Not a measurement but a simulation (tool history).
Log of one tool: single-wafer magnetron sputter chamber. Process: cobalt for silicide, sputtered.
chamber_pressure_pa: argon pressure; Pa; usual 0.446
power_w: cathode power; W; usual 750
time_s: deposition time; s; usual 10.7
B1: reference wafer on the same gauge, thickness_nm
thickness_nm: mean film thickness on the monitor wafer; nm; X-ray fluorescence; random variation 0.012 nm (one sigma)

run 1 hour=0.0 | chamber_pressure_pa=0.446 power_w=900 time_s=10.7 | B1=3.756 | thickness_nm=4.129
run 2 hour=189.9 | chamber_pressure_pa=0.446 power_w=750 time_s=10.7 | B1=3.750 | thickness_nm=3.536
run 3 hour=242.5 | chamber_pressure_pa=0.446 power_w=750 time_s=10.7 | B1=3.748 | thickness_nm=3.551
run 4 hour=280.8 | chamber_pressure_pa=0.446 power_w=800 time_s=10.7 | B1=3.755 | thickness_nm=3.732
run 5 hour=311.0 | chamber_pressure_pa=0.446 power_w=800 time_s=10.7 | B1=3.751 | thickness_nm=3.728
run 6 hour=347.2 | chamber_pressure_pa=0.446 power_w=800 time_s=10.7 | B1=3.747 | thickness_nm=3.713
run 7 hour=417.7 | chamber_pressure_pa=0.446 power_w=750 time_s=10.7 | B1=3.748 | thickness_nm=3.555
run 8 hour=449.1 | chamber_pressure_pa=0.446 power_w=750 time_s=10.7 | B1=3.756 | thickness_nm=3.533
run 9 hour=474.1 | chamber_pressure_pa=0.446 power_w=750 time_s=10.7 | B1=3.750 | thickness_nm=3.511
run 10 hour=538.8 | chamber_pressure_pa=0.446 power_w=750 time_s=10.7 | B1=3.749 | thickness_nm=3.515
run 11 hour=579.3 | chamber_pressure_pa=0.446 power_w=800 time_s=9.4 | B1=3.752 | thickness_nm=3.281
run 12 hour=636.7 | chamber_pressure_pa=0.446 power_w=800 time_s=9.4 | B1=3.753 | thickness_nm=3.274
run 13 hour=705.5 | chamber_pressure_pa=0.446 power_w=800 time_s=9.4 | B1=3.750 | thickness_nm=3.261
run 14 hour=735.0 | chamber_pressure_pa=0.401 power_w=750 time_s=10.7 | B1=3.750 | thickness_nm=3.576
run 15 hour=791.3 | chamber_pressure_pa=0.401 power_w=750 time_s=10.7 | B1=3.752 | thickness_nm=3.580
run 16 hour=851.5 | chamber_pressure_pa=0.540 power_w=750 time_s=10.7 | B1=3.750 | thickness_nm=3.456
run 17 hour=879.3 | chamber_pressure_pa=0.318 power_w=700 time_s=10.7 | B1=3.752 | thickness_nm=3.438
run 18 hour=923.8 | chamber_pressure_pa=0.354 power_w=750 time_s=10.7 | B1=3.748 | thickness_nm=3.632
run 19 hour=969.0 | chamber_pressure_pa=0.349 power_w=600 time_s=10.7 | B1=3.748 | thickness_nm=3.032
run 20 hour=1018.9 | chamber_pressure_pa=0.544 power_w=600 time_s=10.1 | B1=3.748 | thickness_nm=2.699
run 21 hour=1054.0 | chamber_pressure_pa=0.446 power_w=750 time_s=8.7 | B1=3.752 | thickness_nm=2.869
run 22 hour=1095.1 | chamber_pressure_pa=0.605 power_w=750 time_s=9.9 | B1=3.748 | thickness_nm=3.120
run 23 hour=1141.3 | chamber_pressure_pa=0.492 power_w=900 time_s=10.7 | B1=3.751 | thickness_nm=4.098
run 24 hour=1171.4 | chamber_pressure_pa=0.511 power_w=550 time_s=11.8 | B1=3.751 | thickness_nm=2.981
run 25 hour=1215.3 | chamber_pressure_pa=0.446 power_w=750 time_s=10.7 | B1=3.749 | thickness_nm=3.544
run 26 hour=1243.0 | chamber_pressure_pa=0.446 power_w=850 time_s=11.3 | B1=3.751 | thickness_nm=4.152
run 27 hour=1281.1 | chamber_pressure_pa=0.446 power_w=750 time_s=11.5 | B1=3.751 | thickness_nm=3.805
run 28 hour=1321.0 | chamber_pressure_pa=0.446 power_w=750 time_s=10.7 | B1=3.749 | thickness_nm=3.523
run 29 hour=1354.8 | chamber_pressure_pa=0.446 power_w=750 time_s=11.6 | B1=3.745 | thickness_nm=3.809
run 30 hour=1385.4 | chamber_pressure_pa=0.322 power_w=650 time_s=9.5 | B1=3.751 | thickness_nm=2.888
run 31 hour=1410.8 | chamber_pressure_pa=0.446 power_w=750 time_s=10.7 | B1=3.754 | thickness_nm=3.526
run 32 hour=1449.9 | chamber_pressure_pa=0.341 power_w=700 time_s=11.9 | B1=3.752 | thickness_nm=3.827

Taken out of this log: 6 entries between the listed runs. Where each belongs, and how the hidden state differs across it:
Between runs 1 and 2: sputter target and shields replaced (hour 170.8)
  no hidden state differs between the two runs
Between runs 12 and 13: gauge calibrated (hour 638.2); sputter target and shields replaced (hour 671.4)
  no hidden state differs between the two runs
Between runs 15 and 16: capacitance manometer re-zeroed and calibrated (hour 801.3)
  no hidden state differs between the two runs
Between runs 21 and 22: magnet pack replaced (hour 1069.7)
  no hidden state differs between the two runs
Between runs 22 and 23: sputter target and shields replaced (hour 1136.8)
  no hidden state differs between the two runs
